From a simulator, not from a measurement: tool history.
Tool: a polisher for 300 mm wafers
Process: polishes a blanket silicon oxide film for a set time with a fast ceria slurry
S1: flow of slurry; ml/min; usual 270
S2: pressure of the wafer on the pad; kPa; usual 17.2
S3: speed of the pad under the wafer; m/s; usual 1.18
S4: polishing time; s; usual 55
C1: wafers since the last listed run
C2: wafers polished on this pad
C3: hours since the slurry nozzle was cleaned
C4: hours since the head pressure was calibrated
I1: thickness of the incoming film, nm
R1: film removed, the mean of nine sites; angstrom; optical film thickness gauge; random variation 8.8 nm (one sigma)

{"run": 1, "hour": 0.0, "S1": 340, "S2": 17.2, "S3": 0.9, "S4": 55, "C1": 0, "C2": 383, "C3": 377.2, "C4": 524.7, "I1": 2628.0, "R1": 6192}
{"run": 2, "hour": 35.7, "S1": 340, "S2": 17.2, "S3": 0.9, "S4": 55, "C1": 283, "C2": 666, "C3": 412.9, "C4": 560.4, "I1": 2623.5, "R1": 6065}
{"hour": 46.0, "done": "worn pad replaced by a new one"}
{"run": 3, "hour": 46.5, "S1": 270, "S2": 17.2, "S3": 1.18, "S4": 55, "C1": 53, "C2": 3, "C3": 423.7, "C4": 571.2, "I1": 2637.1, "R1": 7069}
{"run": 4, "hour": 58.0, "S1": 270, "S2": 17.2, "S3": 1.18, "S4": 55, "C1": 91, "C2": 94, "C3": 435.2, "C4": 582.7, "I1": 2618.5, "R1": 6978}
{"run": 5, "hour": 72.7, "S1": 270, "S2": 17.2, "S3": 1.18, "S4": 55, "C1": 116, "C2": 211, "C3": 449.9, "C4": 597.4, "I1": 2583.4, "R1": 6827}
{"run": 6, "hour": 87.9, "S1": 270, "S2": 17.2, "S3": 1.18, "S4": 55, "C1": 120, "C2": 332, "C3": 465.1, "C4": 612.6, "I1": 2632.0, "R1": 6968}
{"run": 7, "hour": 103.5, "S1": 270, "S2": 17.2, "S3": 1.18, "S4": 55, "C1": 123, "C2": 456, "C3": 480.7, "C4": 628.2, "I1": 2634.4, "R1": 6923}
{"hour": 112.0, "done": "head pressure recalibrated"}
{"run": 8, "hour": 116.4, "S1": 270, "S2": 17.2, "S3": 1.18, "S4": 55, "C1": 86, "C2": 542, "C3": 493.6, "C4": 4.4, "I1": 2633.4, "R1": 7634}
{"hour": 118.0, "done": "slurry nozzle cleaned"}
{"run": 9, "hour": 123.8, "S1": 270, "S2": 17.2, "S3": 1.18, "S4": 55, "C1": 50, "C2": 593, "C3": 5.8, "C4": 11.8, "I1": 2617.7, "R1": 7655}
{"hour": 136.8, "done": "worn pad replaced by a new one"}
{"run": 10, "hour": 137.3, "S1": 270, "S2": 17.2, "S3": 1.18, "S4": 55, "C1": 75, "C2": 4, "C3": 19.3, "C4": 25.3, "I1": 2646.7, "R1": 7697}
{"run": 11, "hour": 147.1, "S1": 330, "S2": 17.2, "S3": 1.3, "S4": 55, "C1": 77, "C2": 81, "C3": 29.1, "C4": 35.1, "I1": 2644.8, "R1": 8196}
{"run": 12, "hour": 161.1, "S1": 340, "S2": 17.2, "S3": 0.9, "S4": 55, "C1": 111, "C2": 192, "C3": 43.1, "C4": 49.1, "I1": 2623.1, "R1": 6459}
{"run": 13, "hour": 180.0, "S1": 270, "S2": 17.2, "S3": 1.18, "S4": 55, "C1": 150, "C2": 342, "C3": 62.0, "C4": 68.0, "I1": 2614.2, "R1": 7729}
{"run": 14, "hour": 190.3, "S1": 270, "S2": 17.2, "S3": 1.18, "S4": 72, "C1": 81, "C2": 424, "C3": 72.3, "C4": 78.3, "I1": 2619.4, "R1": 9959}
{"hour": 220.5, "done": "worn pad replaced by a new one"}
{"run": 15, "hour": 221.0, "S1": 270, "S2": 17.2, "S3": 1.48, "S4": 43, "C1": 211, "C2": 3, "C3": 103.0, "C4": 109.0, "I1": 2658.7, "R1": 6883}
{"run": 16, "hour": 226.3, "S1": 270, "S2": 15.2, "S3": 1.18, "S4": 55, "C1": 42, "C2": 45, "C3": 108.3, "C4": 114.3, "I1": 2630.9, "R1": 6938}
{"run": 17, "hour": 239.8, "S1": 270, "S2": 17.2, "S3": 1.18, "S4": 55, "C1": 107, "C2": 152, "C3": 121.8, "C4": 127.8, "I1": 2614.1, "R1": 7553}
{"run": 18, "hour": 249.6, "S1": 270, "S2": 17.2, "S3": 1.18, "S4": 65, "C1": 77, "C2": 230, "C3": 131.6, "C4": 137.6, "I1": 2613.7, "R1": 9124}
{"run": 19, "hour": 263.2, "S1": 270, "S2": 17.2, "S3": 1.18, "S4": 55, "C1": 107, "C2": 338, "C3": 145.2, "C4": 151.2, "I1": 2648.8, "R1": 7387}
{"run": 20, "hour": 276.8, "S1": 270, "S2": 17.2, "S3": 1.34, "S4": 55, "C1": 107, "C2": 446, "C3": 158.8, "C4": 164.8, "I1": 2630.2, "R1": 8009}
{"run": 21, "hour": 290.4, "S1": 270, "S2": 17.2, "S3": 1.36, "S4": 40, "C1": 107, "C2": 554, "C3": 172.4, "C4": 178.4, "I1": 2642.9, "R1": 6000}
{"run": 22, "hour": 305.5, "S1": 195, "S2": 19.3, "S3": 1.18, "S4": 65, "C1": 119, "C2": 674, "C3": 187.5, "C4": 193.5, "I1": 2646.7, "R1": 9509}
{"hour": 315.8, "done": "worn pad replaced by a new one"}
{"run": 23, "hour": 316.3, "S1": 270, "S2": 23.4, "S3": 1.38, "S4": 64, "C1": 53, "C2": 3, "C3": 198.3, "C4": 204.3, "I1": 2592.6, "R1": 12191}

4 ways to go on from here, each from the tool as it stands after run 23. What would each give?
{"run": "A", "hour": 316.7, "S1": 270, "S2": 17.2, "S3": 1.18, "S4": 55, "C1": 3, "C2": 7, "C3": 198.7, "C4": 204.7, "I1": 2631.6, "R1": "?"}
{"run": "B", "hour": 316.7, "S1": 270, "S2": 17.2, "S3": 1.18, "S4": 38, "C1": 3, "C2": 7, "C3": 198.7, "C4": 204.7, "I1": 2631.6, "R1": "?"}
{"run": "C", "hour": 316.7, "S1": 270, "S2": 17.2, "S3": 0.8, "S4": 73, "C1": 3, "C2": 7, "C3": 198.7, "C4": 204.7, "I1": 2631.6, "R1": "?"}
{"run": "D", "hour": 316.7, "S1": 270, "S2": 17.2, "S3": 1.42, "S4": 36, "C1": 3, "C2": 7, "C3": 198.7, "C4": 204.7, "I1": 2631.6, "R1": "?"}

run=A R1=7568
run=B R1=5229
run=C R1=8104
run=D R1=5558
Without the tool's hidden state the same runs would have given:
run=A R1=7540
run=B R1=5209
run=C R1=8074
run=D R1=5537
